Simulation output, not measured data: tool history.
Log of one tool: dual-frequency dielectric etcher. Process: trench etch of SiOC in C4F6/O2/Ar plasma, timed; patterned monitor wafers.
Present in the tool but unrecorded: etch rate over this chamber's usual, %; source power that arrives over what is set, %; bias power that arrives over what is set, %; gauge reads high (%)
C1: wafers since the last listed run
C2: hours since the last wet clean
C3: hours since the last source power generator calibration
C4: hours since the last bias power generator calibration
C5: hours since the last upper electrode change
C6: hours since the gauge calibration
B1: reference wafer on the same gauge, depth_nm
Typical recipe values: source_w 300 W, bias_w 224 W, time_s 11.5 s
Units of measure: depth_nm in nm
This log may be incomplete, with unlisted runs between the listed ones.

{"run": 1, "hour": 0.0, "source_w": 250, "bias_w": 224, "time_s": 11.5, "C1": 0, "C2": 219.1, "C3": 3616.2, "C4": 2971.3, "C5": 2862.3, "C6": 90.1, "B1": 23.2, "depth_nm": 23.36}
{"run": 2, "hour": 22.7, "source_w": 250, "bias_w": 224, "time_s": 11.5, "C1": 454, "C2": 241.8, "C3": 3638.9, "C4": 2994, "C5": 2885, "C6": 112.8, "B1": 23.2, "depth_nm": 23.43}
{"run": 3, "hour": 46.3, "source_w": 250, "bias_w": 224, "time_s": 11.5, "C1": 472, "C2": 265.4, "C3": 3662.5, "C4": 3017.6, "C5": 2908.6, "C6": 136.4, "B1": 23.19, "depth_nm": 23.32}
{"run": 4, "hour": 69.5, "source_w": 300, "bias_w": 224, "time_s": 11.5, "C1": 464, "C2": 288.6, "C3": 3685.7, "C4": 3040.8, "C5": 2931.8, "C6": 159.6, "B1": 23.2, "depth_nm": 26}
{"run": 5, "hour": 99.0, "source_w": 280, "bias_w": 224, "time_s": 10.5, "C1": 590, "C2": 318.1, "C3": 3715.2, "C4": 3070.3, "C5": 2961.3, "C6": 189.1, "B1": 23.2, "depth_nm": 22.72}
{"run": 6, "hour": 119.1, "source_w": 280, "bias_w": 224, "time_s": 10.5, "C1": 402, "C2": 338.2, "C3": 3735.3, "C4": 3090.4, "C5": 2981.4, "C6": 209.2, "B1": 23.2, "depth_nm": 22.77}
{"hour": 150.5, "done": "wet clean of the chamber"}
{"run": 7, "hour": 151.0, "source_w": 300, "bias_w": 224, "time_s": 11.5, "C1": 158, "C2": 0.5, "C3": 3767.2, "C4": 3122.3, "C5": 3013.3, "C6": 241.1, "B1": 23.19, "depth_nm": 26.23}
{"run": 8, "hour": 165.9, "source_w": 300, "bias_w": 224, "time_s": 11.5, "C1": 298, "C2": 15.4, "C3": 3782.1, "C4": 3137.2, "C5": 3028.2, "C6": 256, "B1": 23.2, "depth_nm": 26.23}
{"run": 9, "hour": 177.9, "source_w": 300, "bias_w": 224, "time_s": 11.5, "C1": 240, "C2": 27.4, "C3": 3794.1, "C4": 3149.2, "C5": 3040.2, "C6": 268, "B1": 23.2, "depth_nm": 26.23}
{"hour": 197.1, "done": "gauge calibrated"}
{"run": 10, "hour": 212.6, "source_w": 300, "bias_w": 224, "time_s": 8, "C1": 694, "C2": 62.1, "C3": 3828.8, "C4": 3183.9, "C5": 3074.9, "C6": 15.5, "B1": 23.2, "depth_nm": 18.23}
{"run": 11, "hour": 241.5, "source_w": 300, "bias_w": 191, "time_s": 11.5, "C1": 578, "C2": 91, "C3": 3857.7, "C4": 3212.8, "C5": 3103.8, "C6": 44.4, "B1": 23.2, "depth_nm": 25.19}
{"hour": 273.8, "done": "bias power generator calibrated"}
{"run": 12, "hour": 274.3, "source_w": 350, "bias_w": 189, "time_s": 9.5, "C1": 576, "C2": 123.8, "C3": 3890.5, "C4": 0.5, "C5": 3136.6, "C6": 77.2, "B1": 23.2, "depth_nm": 22.54}
{"run": 13, "hour": 289.4, "source_w": 250, "bias_w": 200, "time_s": 14.5, "C1": 302, "C2": 138.9, "C3": 3905.6, "C4": 15.6, "C5": 3151.7, "C6": 92.3, "B1": 23.2, "depth_nm": 28.79}
{"run": 14, "hour": 322.6, "source_w": 300, "bias_w": 224, "time_s": 11.5, "C1": 664, "C2": 172.1, "C3": 3938.8, "C4": 48.8, "C5": 3184.9, "C6": 125.5, "B1": 23.2, "depth_nm": 26.02}
{"hour": 330.2, "done": "source power generator calibrated"}
{"hour": 369.4, "done": "upper electrode replaced"}
{"run": 15, "hour": 369.9, "source_w": 230, "bias_w": 253, "time_s": 12.5, "C1": 386, "C2": 219.4, "C3": 39.7, "C4": 96.1, "C5": 0.5, "C6": 172.8, "B1": 23.2, "depth_nm": 24.89}
{"run": 16, "hour": 383.7, "source_w": 300, "bias_w": 224, "time_s": 11.5, "C1": 276, "C2": 233.2, "C3": 53.5, "C4": 109.9, "C5": 14.3, "C6": 186.6, "B1": 23.2, "depth_nm": 26.07}
{"hour": 441.3, "done": "gauge calibrated"}
{"run": 17, "hour": 460.2, "source_w": 350, "bias_w": 170, "time_s": 8.5, "C1": 1532, "C2": 309.7, "C3": 130, "C4": 186.4, "C5": 90.8, "C6": 18.9, "B1": 23.2, "depth_nm": 19.52}
{"run": 18, "hour": 487.3, "source_w": 300, "bias_w": 224, "time_s": 11.5, "C1": 542, "C2": 336.8, "C3": 157.1, "C4": 213.5, "C5": 117.9, "C6": 46, "B1": 23.21, "depth_nm": 25.91}

What was the tool's hidden state at every run in the log?
source power that arrives over what is set, %: 0 at every run
bias power that arrives over what is set, %: 0 at every run
gauge reads high (%): 0 at every run
H1: etch rate over this chamber's usual, %
run=1 H1=-0.837
run=2 H1=-0.935
run=3 H1=-1.04
run=4 H1=-1.14
run=5 H1=-1.27
run=6 H1=-1.35
run=7 H1=-0.0344
run=8 H1=-0.0991
run=9 H1=-0.151
run=10 H1=-0.302
run=11 H1=-0.428
run=12 H1=-0.57
run=13 H1=-0.636
run=14 H1=-0.78
run=15 H1=-0.986
run=16 H1=-1.05
run=17 H1=-1.38
run=18 H1=-1.5
